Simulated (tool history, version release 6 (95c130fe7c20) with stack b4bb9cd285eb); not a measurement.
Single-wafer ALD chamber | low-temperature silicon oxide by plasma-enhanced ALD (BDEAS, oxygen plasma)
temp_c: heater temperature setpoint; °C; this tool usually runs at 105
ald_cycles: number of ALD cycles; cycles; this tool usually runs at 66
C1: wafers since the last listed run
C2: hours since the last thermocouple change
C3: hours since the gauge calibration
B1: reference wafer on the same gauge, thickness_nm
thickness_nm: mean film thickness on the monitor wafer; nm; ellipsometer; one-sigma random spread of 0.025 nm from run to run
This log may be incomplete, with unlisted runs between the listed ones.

run 1 hour=0.0 | temp_c=105 ald_cycles=66 | C1=0 C2=49.3 C3=1617.2 | B1=10.166 | thickness_nm=9.949
run 2 hour=63.9 | temp_c=105 ald_cycles=66 | C1=421 C2=113.2 C3=1681.1 | B1=10.168 | thickness_nm=9.955
run 3 hour=246.0 | temp_c=105 ald_cycles=66 | C1=1202 C2=295.3 C3=1863.2 | B1=10.165 | thickness_nm=9.964
run 4 hour=319.3 | temp_c=105 ald_cycles=66 | C1=484 C2=368.6 C3=1936.5 | B1=10.164 | thickness_nm=9.954
run 5 hour=416.6 | temp_c=105 ald_cycles=66 | C1=642 C2=465.9 C3=2033.8 | B1=10.161 | thickness_nm=9.926
run 6 hour=507.2 | temp_c=105 ald_cycles=66 | C1=598 C2=556.5 C3=2124.4 | B1=10.163 | thickness_nm=10.014
run 7 hour=574.8 | temp_c=105 ald_cycles=66 | C1=446 C2=624.1 C3=2192.0 | B1=10.159 | thickness_nm=9.931
run 8 hour=664.3 | temp_c=105 ald_cycles=73 | C1=591 C2=713.6 C3=2281.5 | B1=10.162 | thickness_nm=11.029
run 9 hour=726.9 | temp_c=105 ald_cycles=73 | C1=413 C2=776.2 C3=2344.1 | B1=10.149 | thickness_nm=10.970
run 10 hour=832.4 | temp_c=105 ald_cycles=73 | C1=696 C2=881.7 C3=2449.6 | B1=10.163 | thickness_nm=10.987
run 11 hour=917.9 | temp_c=105 ald_cycles=66 | C1=564 C2=967.2 C3=2535.1 | B1=10.160 | thickness_nm=9.944
run 12 hour=983.0 | temp_c=105 ald_cycles=66 | C1=429 C2=1032.3 C3=2600.2 | B1=10.166 | thickness_nm=9.933
run 13 hour=1059.3 | temp_c=105 ald_cycles=66 | C1=503 C2=1108.6 C3=2676.5 | B1=10.145 | thickness_nm=9.978
run 14 hour=1120.5 | temp_c=105 ald_cycles=66 | C1=404 C2=1169.8 C3=2737.7 | B1=10.164 | thickness_nm=9.922
run 15 hour=1162.7 | temp_c=105 ald_cycles=66 | C1=278 C2=1212.0 C3=2779.9 | B1=10.160 | thickness_nm=9.883
run 16 hour=1270.0 | temp_c=105 ald_cycles=66 | C1=708 C2=1319.3 C3=2887.2 | B1=10.162 | thickness_nm=9.910
run 17 hour=1328.7 | temp_c=105 ald_cycles=66 | C1=387 C2=1378.0 C3=2945.9 | B1=10.148 | thickness_nm=9.944
run 18 hour=1423.3 | temp_c=105 ald_cycles=66 | C1=624 C2=1472.6 C3=3040.5 | B1=10.165 | thickness_nm=9.917
-- hour=1428.4 gauge calibrated
run 19 hour=1484.1 | temp_c=105 ald_cycles=66 | C1=401 C2=1533.4 C3=55.7 | B1=10.166 | thickness_nm=9.920
run 20 hour=1572.2 | temp_c=112 ald_cycles=66 | C1=581 C2=1621.5 C3=143.8 | B1=10.161 | thickness_nm=9.744
run 21 hour=1637.6 | temp_c=114 ald_cycles=66 | C1=431 C2=1686.9 C3=209.2 | B1=10.162 | thickness_nm=9.748
run 22 hour=1738.0 | temp_c=114 ald_cycles=66 | C1=663 C2=1787.3 C3=309.6 | B1=10.178 | thickness_nm=9.731
-- hour=1753.2 thermocouple changed; heater temperature recalibrated
run 23 hour=1795.7 | temp_c=105 ald_cycles=66 | C1=328 C2=42.5 C3=367.3 | B1=10.141 | thickness_nm=9.984
run 24 hour=2065.6 | temp_c=105 ald_cycles=66 | C1=1782 C2=312.4 C3=637.2 | B1=10.162 | thickness_nm=9.959
run 25 hour=2209.9 | temp_c=91 ald_cycles=57 | C1=952 C2=456.7 C3=781.5 | B1=10.162 | thickness_nm=8.911
run 26 hour=2292.3 | temp_c=105 ald_cycles=66 | C1=544 C2=539.1 C3=863.9 | B1=10.155 | thickness_nm=9.982
run 27 hour=2370.2 | temp_c=94 ald_cycles=57 | C1=514 C2=617.0 C3=941.8 | B1=10.151 | thickness_nm=8.816
run 28 hour=2431.6 | temp_c=111 ald_cycles=59 | C1=405 C2=678.4 C3=1003.2 | B1=10.157 | thickness_nm=8.840
run 29 hour=2522.0 | temp_c=99 ald_cycles=66 | C1=596 C2=768.8 C3=1093.6 | B1=10.150 | thickness_nm=10.023
run 30 hour=2566.1 | temp_c=117 ald_cycles=79 | C1=291 C2=812.9 C3=1137.7 | B1=10.166 | thickness_nm=11.659
run 31 hour=2640.5 | temp_c=105 ald_cycles=66 | C1=491 C2=887.3 C3=1212.1 | B1=10.150 | thickness_nm=9.917
run 32 hour=2720.1 | temp_c=94 ald_cycles=56 | C1=525 C2=966.9 C3=1291.7 | B1=10.155 | thickness_nm=8.653
run 33 hour=3030.4 | temp_c=112 ald_cycles=74 | C1=2049 C2=1277.2 C3=1602.0 | B1=10.163 | thickness_nm=10.961
run 34 hour=3070.5 | temp_c=117 ald_cycles=76 | C1=264 C2=1317.3 C3=1642.1 | B1=10.159 | thickness_nm=11.182
run 35 hour=3164.3 | temp_c=105 ald_cycles=78 | C1=619 C2=1411.1 C3=1735.9 | B1=10.175 | thickness_nm=11.758
run 36 hour=3365.6 | temp_c=113 ald_cycles=61 | C1=1329 C2=1612.4 C3=1937.2 | B1=10.145 | thickness_nm=9.005
run 37 hour=3433.9 | temp_c=111 ald_cycles=77 | C1=451 C2=1680.7 C3=2005.5 | B1=10.169 | thickness_nm=11.418
run 38 hour=3470.4 | temp_c=114 ald_cycles=54 | C1=241 C2=1717.2 C3=2042.0 | B1=10.153 | thickness_nm=7.959
run 39 hour=3552.9 | temp_c=101 ald_cycles=58 | C1=544 C2=1799.7 C3=2124.5 | B1=10.160 | thickness_nm=8.740
run 40 hour=3602.1 | temp_c=105 ald_cycles=66 | C1=324 C2=1848.9 C3=2173.7 | B1=10.171 | thickness_nm=9.879
run 41 hour=3702.5 | temp_c=105 ald_cycles=76 | C1=663 C2=1949.3 C3=2274.1 | B1=10.160 | thickness_nm=11.368
run 42 hour=3756.9 | temp_c=105 ald_cycles=62 | C1=359 C2=2003.7 C3=2328.5 | B1=10.169 | thickness_nm=9.273
run 43 hour=3834.4 | temp_c=113 ald_cycles=75 | C1=511 C2=2081.2 C3=2406.0 | B1=10.153 | thickness_nm=11.084
-- hour=3887.5 thermocouple changed; heater temperature recalibrated
run 44 hour=3901.3 | temp_c=115 ald_cycles=53 | C1=388 C2=13.8 C3=2472.9 | B1=10.170 | thickness_nm=7.871

Some steps in thickness_nm between neighbouring runs. How much of each would the tool show without its hidden state too (settings, what came in, random variation), and how much is left for the hidden state, with any gauge scatter that isn't in both results?
Hidden state present: wafer temperature above the value expected at the setpoint (K); gauge reads high (%).
Run 22 -> 23: temp_c 114 -> 105, thermocouple changed; heater temperature recalibrated. thickness_nm +0.253 nm: hidden state +0.072, all else +0.181.
Run 35 -> 36: temp_c 105 -> 113, ald_cycles 78 -> 61. thickness_nm -2.753 nm: hidden state -0.001, all else -2.752.
Run 37 -> 38: temp_c 111 -> 114, ald_cycles 77 -> 54. thickness_nm -3.459 nm: hidden state +0.019, all else -3.478.
Run 42 -> 43: temp_c 105 -> 113, ald_cycles 62 -> 75. thickness_nm +1.811 nm: hidden state -0.027, all else +1.838.
Run 43 -> 44: temp_c 113 -> 115, ald_cycles 75 -> 53, thermocouple changed; heater temperature recalibrated. thickness_nm -3.213 nm: hidden state +0.116, all else -3.329.

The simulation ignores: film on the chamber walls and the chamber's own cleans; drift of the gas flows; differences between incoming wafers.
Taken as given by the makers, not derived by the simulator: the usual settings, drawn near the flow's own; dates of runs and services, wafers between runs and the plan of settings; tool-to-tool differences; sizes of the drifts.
